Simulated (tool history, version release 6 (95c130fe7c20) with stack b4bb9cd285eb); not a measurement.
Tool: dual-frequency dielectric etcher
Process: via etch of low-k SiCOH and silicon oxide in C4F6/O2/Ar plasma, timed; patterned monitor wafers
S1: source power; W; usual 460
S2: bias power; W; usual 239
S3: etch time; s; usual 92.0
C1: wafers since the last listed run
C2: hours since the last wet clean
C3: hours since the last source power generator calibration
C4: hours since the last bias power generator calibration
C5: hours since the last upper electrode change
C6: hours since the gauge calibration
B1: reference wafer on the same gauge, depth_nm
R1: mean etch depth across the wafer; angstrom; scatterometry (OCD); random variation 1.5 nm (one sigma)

run 1 hour=0.0 | S1=460 S2=239 S3=92.0 | C1=0 C2=130.5 C3=294.6 C4=3584.4 C5=4594.3 C6=2775.7 | B1=265.8 | R1=2855
run 2 hour=96.5 | S1=460 S2=239 S3=92.0 | C1=1017 C2=227.0 C3=391.1 C4=3680.9 C5=4690.8 C6=2872.2 | B1=266.3 | R1=2847
run 3 hour=138.8 | S1=460 S2=239 S3=92.0 | C1=445 C2=269.3 C3=433.4 C4=3723.2 C5=4733.1 C6=2914.5 | B1=265.2 | R1=2832
run 4 hour=356.4 | S1=460 S2=277 S3=92.0 | C1=2293 C2=486.9 C3=651.0 C4=3940.8 C5=4950.7 C6=3132.1 | B1=264.7 | R1=2942
run 5 hour=420.2 | S1=460 S2=277 S3=92.0 | C1=672 C2=550.7 C3=714.8 C4=4004.6 C5=5014.5 C6=3195.9 | B1=264.5 | R1=2959
-- hour=475.2 upper electrode replaced
-- hour=486.6 bias power generator calibrated
run 6 hour=509.5 | S1=460 S2=239 S3=92.0 | C1=646 C2=640.0 C3=804.1 C4=22.9 C5=34.3 C6=3285.2 | B1=264.3 | R1=2844
run 7 hour=613.3 | S1=460 S2=239 S3=92.0 | C1=1094 C2=743.8 C3=907.9 C4=126.7 C5=138.1 C6=3389.0 | B1=263.7 | R1=2832
run 8 hour=704.9 | S1=460 S2=239 S3=92.0 | C1=965 C2=835.4 C3=999.5 C4=218.3 C5=229.7 C6=3480.6 | B1=263.1 | R1=2801
-- hour=766.1 wet clean of the chamber
run 9 hour=766.6 | S1=500 S2=239 S3=92.0 | C1=397 C2=0.5 C3=1061.2 C4=280.0 C5=291.4 C6=3542.3 | B1=263.2 | R1=2890
run 10 hour=789.5 | S1=350 S2=239 S3=112.5 | C1=241 C2=23.4 C3=1084.1 C4=302.9 C5=314.3 C6=3565.2 | B1=263.6 | R1=3098
run 11 hour=879.7 | S1=460 S2=203 S3=92.0 | C1=950 C2=113.6 C3=1174.3 C4=393.1 C5=404.5 C6=3655.4 | B1=262.5 | R1=2689
run 12 hour=917.8 | S1=360 S2=270 S3=92.0 | C1=401 C2=151.7 C3=1212.4 C4=431.2 C5=442.6 C6=3693.5 | B1=263.2 | R1=2665
run 13 hour=1220.3 | S1=350 S2=239 S3=92.0 | C1=3188 C2=454.2 C3=1514.9 C4=733.7 C5=745.1 C6=3996.0 | B1=261.3 | R1=2500
run 14 hour=1307.8 | S1=460 S2=239 S3=92.0 | C1=922 C2=541.7 C3=1602.4 C4=821.2 C5=832.6 C6=4083.5 | B1=261.3 | R1=2806
run 15 hour=1405.4 | S1=350 S2=239 S3=118.5 | C1=1028 C2=639.3 C3=1700.0 C4=918.8 C5=930.2 C6=4181.1 | B1=261.2 | R1=3247
-- hour=1446.3 source power generator calibrated
run 16 hour=1474.4 | S1=490 S2=215 S3=67.5 | C1=685 C2=708.3 C3=28.1 C4=987.8 C5=999.2 C6=4250.1 | B1=260.1 | R1=2044
run 17 hour=1510.6 | S1=460 S2=239 S3=92.0 | C1=381 C2=744.5 C3=64.3 C4=1024.0 C5=1035.4 C6=4286.3 | B1=260.2 | R1=2787
-- hour=1548.7 gauge calibrated
run 18 hour=1583.4 | S1=460 S2=217 S3=92.0 | C1=767 C2=817.3 C3=137.1 C4=1096.8 C5=1108.2 C6=34.7 | B1=277.4 | R1=2869
run 19 hour=1665.4 | S1=410 S2=239 S3=92.0 | C1=864 C2=899.3 C3=219.1 C4=1178.8 C5=1190.2 C6=116.7 | B1=277.5 | R1=2826
-- hour=1714.7 wet clean of the chamber
run 20 hour=1755.8 | S1=460 S2=239 S3=92.0 | C1=699 C2=41.1 C3=309.5 C4=1269.2 C5=1280.6 C6=207.1 | B1=276.9 | R1=2953
run 21 hour=1823.9 | S1=460 S2=211 S3=92.0 | C1=717 C2=109.2 C3=377.6 C4=1337.3 C5=1348.7 C6=275.2 | B1=276.9 | R1=2844
run 22 hour=1930.3 | S1=460 S2=207 S3=92.0 | C1=1121 C2=215.6 C3=484.0 C4=1443.7 C5=1455.1 C6=381.6 | B1=276.9 | R1=2821
run 23 hour=2018.9 | S1=510 S2=239 S3=92.0 | C1=933 C2=304.2 C3=572.6 C4=1532.3 C5=1543.7 C6=470.2 | B1=276.2 | R1=3076
run 24 hour=2098.8 | S1=380 S2=239 S3=92.0 | C1=842 C2=384.1 C3=652.5 C4=1612.2 C5=1623.6 C6=550.1 | B1=275.1 | R1=2723
run 25 hour=2341.0 | S1=460 S2=239 S3=92.0 | C1=2552 C2=626.3 C3=894.7 C4=1854.4 C5=1865.8 C6=792.3 | B1=274.3 | R1=2953
run 26 hour=2442.5 | S1=540 S2=277 S3=92.0 | C1=1069 C2=727.8 C3=996.2 C4=1955.9 C5=1967.3 C6=893.8 | B1=273.6 | R1=3249
-- hour=2527.9 wet clean of the chamber
run 27 hour=2528.4 | S1=460 S2=239 S3=92.0 | C1=652 C2=0.5 C3=1082.1 C4=2041.8 C5=2053.2 C6=979.7 | B1=273.8 | R1=2933
run 28 hour=2559.8 | S1=360 S2=239 S3=92.0 | C1=330 C2=31.9 C3=1113.5 C4=2073.2 C5=2084.6 C6=1011.1 | B1=274.2 | R1=2697
run 29 hour=2637.2 | S1=530 S2=266 S3=66.0 | C1=815 C2=109.3 C3=1190.9 C4=2150.6 C5=2162.0 C6=1088.5 | B1=273.6 | R1=2301
run 30 hour=2716.3 | S1=460 S2=239 S3=92.0 | C1=833 C2=188.4 C3=1270.0 C4=2229.7 C5=2241.1 C6=1167.6 | B1=273.4 | R1=2921

Forecast each of these 3 alternatives for the next run:
run A hour=2716.7 | S1=460 S2=239 S3=79.5 | C1=4 C2=188.8 C3=1270.4 C4=2230.1 C5=2241.5 C6=1168.0 | B1=? | R1=?
run B hour=2716.7 | S1=460 S2=258 S3=92.0 | C1=4 C2=188.8 C3=1270.4 C4=2230.1 C5=2241.5 C6=1168.0 | B1=? | R1=?
run C hour=2716.7 | S1=460 S2=180 S3=92.0 | C1=4 C2=188.8 C3=1270.4 C4=2230.1 C5=2241.5 C6=1168.0 | B1=? | R1=?

run=A B1=273.7 R1=2518
run=B B1=273.7 R1=2980
run=C B1=273.7 R1=2693
Without the tool's hidden state the same runs would have given:
run=A R1=2543
run=B R1=3009
run=C R1=2720

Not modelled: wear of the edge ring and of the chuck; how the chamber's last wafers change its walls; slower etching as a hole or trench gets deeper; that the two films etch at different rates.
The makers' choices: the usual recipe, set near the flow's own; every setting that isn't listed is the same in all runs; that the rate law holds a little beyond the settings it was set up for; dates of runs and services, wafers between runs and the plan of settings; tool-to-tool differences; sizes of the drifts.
